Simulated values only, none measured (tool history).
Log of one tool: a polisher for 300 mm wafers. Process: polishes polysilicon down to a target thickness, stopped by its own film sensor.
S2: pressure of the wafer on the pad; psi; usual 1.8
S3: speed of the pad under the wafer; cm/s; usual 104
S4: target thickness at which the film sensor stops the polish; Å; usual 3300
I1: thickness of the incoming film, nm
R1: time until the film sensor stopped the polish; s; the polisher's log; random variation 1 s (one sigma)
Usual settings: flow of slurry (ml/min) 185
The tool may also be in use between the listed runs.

Run 1, day 0.000: usual settings but flow of slurry (ml/min) 140, S3 116 cm/s; I1 713.8. Result: R1 57.7 s.
Run 2, day 2.767: usual settings but flow of slurry (ml/min) 140, S3 116 cm/s; I1 727.3. Result: R1 59.4 s.
Run 3, day 7.067: usual settings but S3 130 cm/s; I1 721.2. Result: R1 49.7 s.
At day 9.788: worn pad replaced by a new one.
Run 4, day 10.762: usual settings but S3 130 cm/s; I1 712.7. Result: R1 49.6 s.
Run 5, day 13.588: usual settings; I1 723.6. Result: R1 60.7 s.
Run 6, day 16.358: usual settings but flow of slurry (ml/min) 165; I1 715.5. Result: R1 60.9 s.
At day 20.054: worn pad replaced by a new one.
Run 7, day 20.400: usual settings but flow of slurry (ml/min) 165; I1 723.4. Result: R1 63.3 s.
At day 24.171: head pressure recalibrated.
Run 8, day 24.633: usual settings but flow of slurry (ml/min) 235, S2 1.4 psi, S3 92 cm/s, S4 4380 Å; I1 716.8. Result: R1 53.2 s.
At day 29.333: slurry nozzle cleaned.
At day 30.508: worn pad replaced by a new one.
Run 9, day 33.367: usual settings but flow of slurry (ml/min) 235, S2 1.4 psi, S3 92 cm/s, S4 4380 Å; I1 735.7. Result: R1 58.2 s.
Run 10, day 35.450: usual settings; I1 720.1. Result: R1 59.6 s.
Run 11, day 39.517: usual settings but flow of slurry (ml/min) 230, S3 132 cm/s, S4 3990 Å; I1 711.1. Result: R1 38.3 s.
At day 40.821: worn pad replaced by a new one.
Run 12, day 41.088: usual settings but S3 74 cm/s, S4 2780 Å; I1 715.2. Result: R1 92.1 s.
Run 13, day 44.492: usual settings but flow of slurry (ml/min) 135, S2 1.5 psi, S3 88 cm/s; I1 720.5. Result: R1 86.0 s.
Run 14, day 48.821: usual settings but S2 2.0 psi, S3 128 cm/s; I1 725.6. Result: R1 48.5 s.

Forecast each of these 3 alternatives for the next run:
Run A, day 48.838: usual settings but S4 4580 Å; I1 714.0. Result: R1 ?.
Run B, day 48.838: usual settings but S3 138 cm/s, S4 2860 Å; I1 714.0. Result: R1 ?.
Run C, day 48.838: usual settings but flow of slurry (ml/min) 245, S2 1.5 psi, S3 82 cm/s; I1 714.0. Result: R1 ?.

run    R1
  A  40.9
  B  53.8
  C  79.5
Without the tool's hidden state the same runs would have given:
run    R1
  A  40.9
  B  53.8
  C  79.5
